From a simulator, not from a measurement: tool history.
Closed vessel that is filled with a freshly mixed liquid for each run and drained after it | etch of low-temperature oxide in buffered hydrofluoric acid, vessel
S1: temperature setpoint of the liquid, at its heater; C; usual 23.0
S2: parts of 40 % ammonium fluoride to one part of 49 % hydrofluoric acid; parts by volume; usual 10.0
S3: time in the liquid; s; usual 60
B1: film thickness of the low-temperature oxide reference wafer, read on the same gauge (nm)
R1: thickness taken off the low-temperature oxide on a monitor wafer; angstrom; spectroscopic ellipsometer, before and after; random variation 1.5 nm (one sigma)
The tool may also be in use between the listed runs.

run    hour    S1    S2  S3      B1      R1
  1     0.0  23.0  10.0  60  150.00  1986.9
  2    69.3  23.0  10.0  60  150.02  1972.0
  3   115.9  23.0  10.0  60  150.01  1965.6
  4   224.6  20.0  10.0  50  149.99  1373.4
  5   270.9  20.0  10.0  50  149.99  1392.9
      345.0  -- thermometer replaced
  6   358.8  23.0  10.0  60  149.99  2099.7
  7   421.4  23.0  10.0  60  150.01  2138.6
  8   502.6  23.0  10.0  45  150.01  1579.9
  9   567.5  23.0  10.0  45  149.98  1558.1
 10   672.2  23.0  10.0  45  149.98  1557.0
 11   734.1  23.0  10.0  60  149.99  2101.9
      735.9  -- gauge calibrated
 12   811.5  23.0  10.0  60  150.01  2072.4
 13   856.2  26.0  13.0  70  150.00  2265.5
      890.6  -- hydrofluoric acid flow meter replaced
 14   928.9  23.0  10.0  60  150.00  1950.6
 15  1005.3  23.0  10.0  45  150.01  1459.8
 16  1092.5  24.5   9.0  30  150.00  1126.8
 17  1181.8  28.0  11.5  45  149.97  1671.4
 18  1286.9  26.0  12.0  50  149.99  1571.6
     1339.6  -- thermometer replaced
 19  1416.6  25.5   8.5  85  149.99  3838.3
 20  1477.8  20.0  13.5  40  149.99   875.8
 21  1565.4  23.0   7.0  80  150.01  3836.3
 22  1626.4  25.5  14.0  60  149.99  1671.7
 23  1711.5  23.0  10.0  35  150.03  1169.4
 24  1782.9  20.0  10.0  40  149.98  1118.6
 25  1851.1  18.5  10.0  75  149.99  1937.2

Forecast each of these 3 alternatives for the next run:
  A  1851.8  27.0  10.0  60   ?   ?
  B  1851.8  25.0   6.5  85   ?   ?
  C  1851.8  23.0  11.5  30   ?   ?

run      B1      R1
  A  149.99  2472.6
  B  149.99  4752.9
  C  149.99   881.5
Without the tool's hidden state the same runs would have given:
run      R1
  A  2500.1
  B  4756.4
  C   878.4
